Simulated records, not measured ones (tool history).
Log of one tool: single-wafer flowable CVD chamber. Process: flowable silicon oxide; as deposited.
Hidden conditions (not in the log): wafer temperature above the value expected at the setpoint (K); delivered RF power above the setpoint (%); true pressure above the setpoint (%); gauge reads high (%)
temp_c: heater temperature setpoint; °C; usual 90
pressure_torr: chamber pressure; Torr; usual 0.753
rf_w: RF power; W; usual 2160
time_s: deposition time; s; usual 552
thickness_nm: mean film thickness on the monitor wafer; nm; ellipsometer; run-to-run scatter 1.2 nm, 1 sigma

run	hour	temp_c	pressure_torr	rf_w	time_s	wafers since the last listed run	hours since the last thermocouple change	hours since the last RF generator calibration	hours since the last manometer calibration	hours since the showerhead was replaced	hours since the gauge calibration	read-back reference wafer on the same gauge, thickness_nm	thickness_nm
1	0	81	0.753	2160	552	0	1550.3	1582.5	1931.3	6832.8	72.2	345.889	534.49
2	23.9	90	0.753	2305	507	85	1574.2	1606.4	1955.2	6856.7	96.1	345.966	360.306
3	38.1	90	0.753	2305	507	51	1588.4	1620.6	1969.4	6870.9	110.3	346.085	360.325
4	61.2	90	0.753	2160	552	83	1611.5	1643.7	1992.5	6894	133.4	346.147	389.01
5	90.3	90	0.753	2160	552	104	1640.6	1672.8	2021.6	6923.1	162.5	345.976	386.555
6	114.4	85	0.753	2160	500	86	1664.7	1696.9	2045.7	6947.2	186.6	345.633	422.043
7	127.1	90	0.833	2160	552	45	1677.4	1709.6	2058.4	6959.9	199.3	345.828	427.506
8	147.7	90	0.833	2160	552	74	1698	1730.2	2079	6980.5	219.9	345.977	426.023
# hour 164.6: thermocouple changed; heater temperature recalibrated
# hour 172: showerhead replaced
9	172.5	90	0.833	2160	552	33	7.9	1755	2103.8	0.5	244.7	346.003	486.96
10	187.6	75	0.753	2160	588	54	23	1770.1	2118.9	15.6	259.8	345.769	758.497
# hour 220.7: RF generator calibrated
11	221.6	90	0.753	2490	552	93	57	0.9	2152.9	49.6	293.8	346.23	452.013
12	248	90	0.753	2160	552	94	83.4	27.3	2179.3	76	320.2	346.047	440.687
# hour 278.7: capacitance manometer re-zeroed and calibrated
13	279.2	90	0.874	2295	443	83	114.6	58.5	0.5	107.2	351.4	346.158	380.447
# hour 290.9: gauge calibrated
14	296.1	90	0.753	2545	552	60	131.5	75.4	17.4	124.1	5.2	346.068	413.925
15	328.1	90	0.898	2160	451	115	163.5	107.4	49.4	156.1	37.2	346.083	392.871
16	341.1	78	0.753	2160	552	46	176.5	120.4	62.4	169.1	50.2	346.15	597.097
17	355.2	79	0.753	2270	659	50	190.6	134.5	76.5	183.2	64.3	346.032	702.689
18	380.7	90	0.753	1830	501	91	216.1	160	102	208.7	89.8	346.144	349.952

Here are 4 independent what-if runs from the current tool condition. What would each one return?
A	381.3	90	0.753	2160	552	2	216.7	160.6	102.6	209.3	90.4	?	?
B	381.3	98	0.898	2160	552	2	216.7	160.6	102.6	209.3	90.4	?	?
C	381.3	85	0.91	2590	480	2	216.7	160.6	102.6	209.3	90.4	?	?
D	381.3	82	0.753	2160	552	2	216.7	160.6	102.6	209.3	90.4	?	?

run	read-back reference wafer on the same gauge, thickness_nm	thickness_nm
A	345.789	403.093
B	345.789	355.646
C	345.789	518.681
D	345.789	530.257
The same runs, with their run-to-run variation unchanged, on a tool lacking any hidden condition would have given:
run	thickness_nm
A	412.549
B	363.611
C	529.594
D	541.656

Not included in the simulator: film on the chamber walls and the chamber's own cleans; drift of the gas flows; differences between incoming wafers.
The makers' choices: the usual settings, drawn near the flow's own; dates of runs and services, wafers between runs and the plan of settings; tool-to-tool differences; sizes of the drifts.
